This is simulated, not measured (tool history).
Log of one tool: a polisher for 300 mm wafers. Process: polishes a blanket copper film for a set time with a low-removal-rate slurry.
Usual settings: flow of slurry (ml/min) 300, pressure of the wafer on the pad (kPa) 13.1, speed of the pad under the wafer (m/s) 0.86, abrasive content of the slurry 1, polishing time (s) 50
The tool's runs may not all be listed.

| run | hour | flow of slurry (ml/min) | pressure of the wafer on the pad (kPa) | speed of the pad under the wafer (m/s) | abrasive content of the slurry | polishing time (s) | wafers since the last listed run | wafers polished on this pad | hours since the slurry nozzle was cleaned | hours since the head pressure was calibrated | hours since the slurry blender was calibrated | incoming thickness of the incoming film, nm | film removed (Å) |
|---|---|---|---|---|---|---|---|---|---|---|---|---|---|
| 1 | 0 | 300 | 13.1 | 0.86 | 1.2 | 50 | 0 | 1552 | 329.9 | 1277.4 | 192.3 | 653.8 | 765 |
| 2 | 14 | 300 | 13.1 | 0.86 | 1.2 | 50 | 201 | 1753 | 343.9 | 1291.4 | 206.3 | 661.1 | 747 |
| 3 | 44 | 300 | 13.1 | 0.86 | 1 | 50 | 431 | 2185 | 373.9 | 1321.4 | 236.3 | 641.5 | 725 |
| 4 | 64.7 | 300 | 13.1 | 0.86 | 1 | 50 | 297 | 2483 | 394.6 | 1342.1 | 257 | 651.1 | 743 |
|  | 95.1 | worn pad replaced by a new one |
| 5 | 96.8 | 300 | 13.1 | 0.86 | 1 | 50 | 404 | 24 | 426.7 | 1374.2 | 289.1 | 650.4 | 725 |
| 6 | 127.3 | 300 | 11 | 0.74 | 1 | 50 | 438 | 463 | 457.2 | 1404.7 | 319.6 | 656.8 | 564 |
| 7 | 154.1 | 330 | 13.1 | 0.86 | 1 | 50 | 385 | 849 | 484 | 1431.5 | 346.4 | 650.9 | 718 |
| 8 | 183 | 330 | 13.1 | 0.86 | 1 | 50 | 415 | 1264 | 512.9 | 1460.4 | 375.3 | 645.2 | 738 |
| 9 | 195.9 | 330 | 13.1 | 0.86 | 1 | 50 | 185 | 1450 | 525.8 | 1473.3 | 388.2 | 653.3 | 729 |
|  | 218.4 | slurry nozzle cleaned |
|  | 222.6 | slurry blender recalibrated |
| 10 | 223.1 | 300 | 13.1 | 0.86 | 1 | 50 | 348 | 1798 | 4.7 | 1500.5 | 0.5 | 649.5 | 723 |
|  | 234.3 | head pressure recalibrated |
| 11 | 251.3 | 300 | 13.1 | 0.86 | 1 | 36 | 376 | 2175 | 32.9 | 17 | 28.7 | 638.6 | 514 |
|  | 280.6 | worn pad replaced by a new one |
| 12 | 285.6 | 300 | 15.2 | 0.76 | 0.85 | 63 | 435 | 71 | 67.2 | 51.3 | 63 | 638.6 | 923 |
| 13 | 317.4 | 300 | 15.9 | 0.58 | 1 | 59 | 457 | 529 | 99 | 83.1 | 94.8 | 650.3 | 788 |
| 14 | 346.3 | 330 | 11 | 0.86 | 0.85 | 40 | 415 | 945 | 127.9 | 112 | 123.7 | 649.2 | 481 |
| 15 | 365.2 | 300 | 13.1 | 0.86 | 1 | 50 | 271 | 1216 | 146.8 | 130.9 | 142.6 | 642.5 | 727 |
| 16 | 386.7 | 195 | 11.7 | 0.98 | 0.7 | 50 | 309 | 1526 | 168.3 | 152.4 | 164.1 | 649.9 | 650 |
| 17 | 414.1 | 405 | 13.1 | 0.86 | 1 | 50 | 394 | 1920 | 195.7 | 179.8 | 191.5 | 647.7 | 749 |
| 18 | 437 | 300 | 13.1 | 0.86 | 1 | 62 | 329 | 2249 | 218.6 | 202.7 | 214.4 | 641.7 | 896 |
| 19 | 477.6 | 300 | 9 | 0.86 | 1 | 50 | 584 | 2833 | 259.2 | 243.3 | 255 | 653.9 | 520 |
| 20 | 509 | 300 | 13.1 | 0.86 | 1.15 | 50 | 451 | 3285 | 290.6 | 274.7 | 286.4 | 655.7 | 734 |
|  | 514.9 | worn pad replaced by a new one |
| 21 | 524.2 | 300 | 15.2 | 0.86 | 1.15 | 50 | 161 | 134 | 305.8 | 289.9 | 301.6 | 651.8 | 853 |
| 22 | 541 | 300 | 13.1 | 0.86 | 1 | 50 | 241 | 375 | 322.6 | 306.7 | 318.4 | 648.1 | 730 |
| 23 | 576.7 | 300 | 13.1 | 0.86 | 1 | 36 | 513 | 889 | 358.3 | 342.4 | 354.1 | 653.4 | 525 |
| 24 | 603.2 | 300 | 13.1 | 0.86 | 1 | 50 | 381 | 1270 | 384.8 | 368.9 | 380.6 | 653.1 | 733 |
|  | 622.3 | slurry blender recalibrated |
| 25 | 622.8 | 300 | 13.1 | 0.86 | 1.1 | 50 | 253 | 1523 | 404.4 | 388.5 | 0.5 | 656.7 | 716 |
| 26 | 649.9 | 300 | 13.1 | 0.86 | 1 | 50 | 389 | 1913 | 431.5 | 415.6 | 27.6 | 635.2 | 733 |
| 27 | 683.7 | 400 | 13.1 | 0.86 | 1.15 | 57 | 486 | 2400 | 465.3 | 449.4 | 61.4 | 645.8 | 854 |
|  | 715.9 | worn pad replaced by a new one |
| 28 | 716.4 | 345 | 9.7 | 0.86 | 1 | 50 | 412 | 6 | 498 | 482.1 | 94.1 | 653.3 | 566 |
| 29 | 728.4 | 300 | 13.1 | 0.86 | 1 | 50 | 172 | 179 | 510 | 494.1 | 106.1 | 656.3 | 717 |

5 ways to go on from here, each from the tool as it stands after run 29. What would each give?
| A | 728.8 | 300 | 13.1 | 0.86 | 1 | 61 | 5 | 185 | 510.4 | 494.5 | 106.5 | 647.6 | ? |
| B | 728.8 | 300 | 15.9 | 0.6 | 0.75 | 50 | 5 | 185 | 510.4 | 494.5 | 106.5 | 647.6 | ? |
| C | 728.8 | 300 | 13.1 | 0.96 | 1 | 50 | 5 | 185 | 510.4 | 494.5 | 106.5 | 647.6 | ? |
| D | 728.8 | 380 | 9 | 0.96 | 1 | 38 | 5 | 185 | 510.4 | 494.5 | 106.5 | 647.6 | ? |
| E | 728.8 | 300 | 13.1 | 0.78 | 1 | 50 | 5 | 185 | 510.4 | 494.5 | 106.5 | 647.6 | ? |

| run | film removed (Å) |
|---|---|
| A | 876 |
| B | 637 |
| C | 776 |
| D | 434 |
| E | 672 |
Take away the tool's hidden state, keep each run's random variation, and the runs would have read:
| run | film removed (Å) |
|---|---|
| A | 876 |
| B | 637 |
| C | 776 |
| D | 434 |
| E | 672 |
